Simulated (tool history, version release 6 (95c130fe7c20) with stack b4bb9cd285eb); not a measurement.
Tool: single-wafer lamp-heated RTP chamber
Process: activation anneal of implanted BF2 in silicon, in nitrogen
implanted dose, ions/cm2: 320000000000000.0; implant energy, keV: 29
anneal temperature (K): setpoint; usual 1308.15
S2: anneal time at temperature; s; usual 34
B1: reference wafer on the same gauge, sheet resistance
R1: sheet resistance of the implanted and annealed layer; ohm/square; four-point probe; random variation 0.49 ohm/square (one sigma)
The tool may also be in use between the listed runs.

Run 1, hour 0.0: usual settings but S2 50 s; B1 289.04. Result: R1 322.05 ohm/square.
Run 2, hour 34.1: usual settings; B1 289.14. Result: R1 323.84 ohm/square.
Run 3, hour 47.9: usual settings; B1 288.90. Result: R1 324.27 ohm/square.
Run 4, hour 74.0: usual settings; B1 288.79. Result: R1 324.08 ohm/square.
Run 5, hour 98.2: usual settings; B1 289.03. Result: R1 324.00 ohm/square.
Run 6, hour 113.4: usual settings; B1 289.06. Result: R1 322.35 ohm/square.
Run 7, hour 126.9: usual settings but S2 49 s; B1 289.18. Result: R1 319.42 ohm/square.
At hour 142.5: pyrometer window cleaned and pyrometer calibrated.
Run 8, hour 150.5: usual settings but S2 49 s; B1 289.03. Result: R1 321.64 ohm/square.
Run 9, hour 184.7: usual settings but S2 49 s; B1 289.18. Result: R1 321.36 ohm/square.
Run 10, hour 211.0: usual settings; B1 289.11. Result: R1 323.22 ohm/square.
Run 11, hour 224.9: usual settings; B1 288.97. Result: R1 323.86 ohm/square.
Run 12, hour 253.7: usual settings but anneal temperature (K) 1295.15; B1 289.05. Result: R1 325.77 ohm/square.
Run 13, hour 278.6: usual settings but anneal temperature (K) 1318.15, S2 40 s; B1 288.97. Result: R1 321.00 ohm/square.
At hour 295.6: reflector plate cleaned.
Run 14, hour 307.3: usual settings but S2 26 s; B1 289.05. Result: R1 325.07 ohm/square.
At hour 329.3: pyrometer window cleaned and pyrometer calibrated.
Run 15, hour 329.8: usual settings but anneal temperature (K) 1337.15, S2 28 s; B1 289.13. Result: R1 322.15 ohm/square.
At hour 350.6: gauge calibrated.
Run 16, hour 418.7: usual settings; B1 288.97. Result: R1 324.22 ohm/square.
Run 17, hour 448.6: usual settings; B1 289.11. Result: R1 323.77 ohm/square.
Run 18, hour 479.1: usual settings but anneal temperature (K) 1279.15, S2 41 s; B1 289.05. Result: R1 326.09 ohm/square.
Run 19, hour 494.0: usual settings but S2 42 s; B1 289.08. Result: R1 320.76 ohm/square.
Run 20, hour 508.7: usual settings but anneal temperature (K) 1288.15; B1 289.00. Result: R1 325.14 ohm/square.
At hour 532.3: pyrometer window cleaned and pyrometer calibrated.
Run 21, hour 532.7: usual settings but anneal temperature (K) 1288.15, S2 41 s; B1 289.11. Result: R1 326.07 ohm/square.
Run 22, hour 599.0: usual settings but anneal temperature (K) 1319.15, S2 24 s; B1 289.04. Result: R1 326.03 ohm/square.
Run 23, hour 632.5: usual settings but S2 16 s; B1 289.18. Result: R1 329.10 ohm/square.
Run 24, hour 668.4: usual settings; B1 288.99. Result: R1 324.02 ohm/square.

The tool's hidden state at each run:
wafer temperature error from the tarnished reflector plate, K: 0 in every run
gauge reads high (%): 0 in every run
H1: true wafer temperature minus pyrometer reading, K
run     H1
  1   1.47
  2   3.33
  3    4.3
  4   6.49
  5   8.92
  6   10.6
  7   12.3
  8   2.93
  9    3.5
 10   4.48
 11   5.18
 12   7.04
 13   9.11
 14     12
 15   2.79
 16   5.46
 17   7.55
 18   10.3
 19   11.9
 20   13.6
 21  0.494
 22   1.98
 23   3.85
 24   6.69
